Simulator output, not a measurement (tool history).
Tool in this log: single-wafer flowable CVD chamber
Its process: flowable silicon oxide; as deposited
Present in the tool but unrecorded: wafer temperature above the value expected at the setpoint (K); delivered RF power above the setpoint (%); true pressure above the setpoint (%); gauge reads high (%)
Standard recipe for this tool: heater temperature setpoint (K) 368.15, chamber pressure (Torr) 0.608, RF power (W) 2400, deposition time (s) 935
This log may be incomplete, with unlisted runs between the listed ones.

run   hour  heater temperature setpoint (K)  chamber pressure (Torr)  RF power (W)  deposition time (s)  wafers since the last listed run  hours since the last thermocouple change  hours since the last RF generator calibration  hours since the last manometer calibration  hours since the showerhead was replaced  hours since the gauge calibration  read-back reference wafer on the same gauge, thickness_nm  mean film thickness on the monitor wafer (Å)
  1    0.0                           368.15                    0.608          2745                  790                                 0                                    1098.4                                          192.7                                      1489.5                                   6518.4                              850.3                                                    453.338                                       3908.26
  2  171.0                           368.15                    0.608          2745                  790                               402                                    1269.4                                          363.7                                      1660.5                                   6689.4                             1021.3                                                    453.145                                       3849.83
  3  214.5                           368.15                    0.608          2400                  935                               102                                    1312.9                                          407.2                                      1704.0                                   6732.9                             1064.8                                                    453.168                                       4547.44
  4  285.5                           368.15                    0.608          2515                  935                               167                                    1383.9                                          478.2                                      1775.0                                   6803.9                             1135.8                                                    452.668                                       4576.68
  5  332.8                           368.15                    0.608          2275                  935                               111                                    1431.2                                          525.5                                      1822.3                                   6851.2                             1183.1                                                    452.665                                       4520.50
     396.0  -- gauge calibrated
  6  402.1                           368.15                    0.608          2275                  935                               163                                    1500.5                                          594.8                                      1891.6                                   6920.5                                6.1                                                    452.784                                       4524.41
  7  444.0                           368.15                    0.608          2400                  935                                98                                    1542.4                                          636.7                                      1933.5                                   6962.4                               48.0                                                    453.064                                       4597.69
  8  502.5                           378.15                    0.608          2400                  935                               137                                    1600.9                                          695.2                                      1992.0                                   7020.9                              106.5                                                    453.408                                       3418.75
  9  562.3                           378.15                    0.608          2400                  935                               140                                    1660.7                                          755.0                                      2051.8                                   7080.7                              166.3                                                    452.780                                       3401.65

Predict the results of run 10:
     616.5  -- RF generator calibrated
 10  619.8                           368.15                    0.608          2400                 1022                               116                                    1718.2                                            3.3                                      2109.3                                   7138.2                              223.8                                                          ?                                             ?

Run 10 measured read-back reference wafer on the same gauge, thickness_nm 452.930, mean film thickness on the monitor wafer (Å) 5027.01.
The same run, on a tool lacking any hidden state, would have yielded mean film thickness on the monitor wafer (Å) 5027.01.

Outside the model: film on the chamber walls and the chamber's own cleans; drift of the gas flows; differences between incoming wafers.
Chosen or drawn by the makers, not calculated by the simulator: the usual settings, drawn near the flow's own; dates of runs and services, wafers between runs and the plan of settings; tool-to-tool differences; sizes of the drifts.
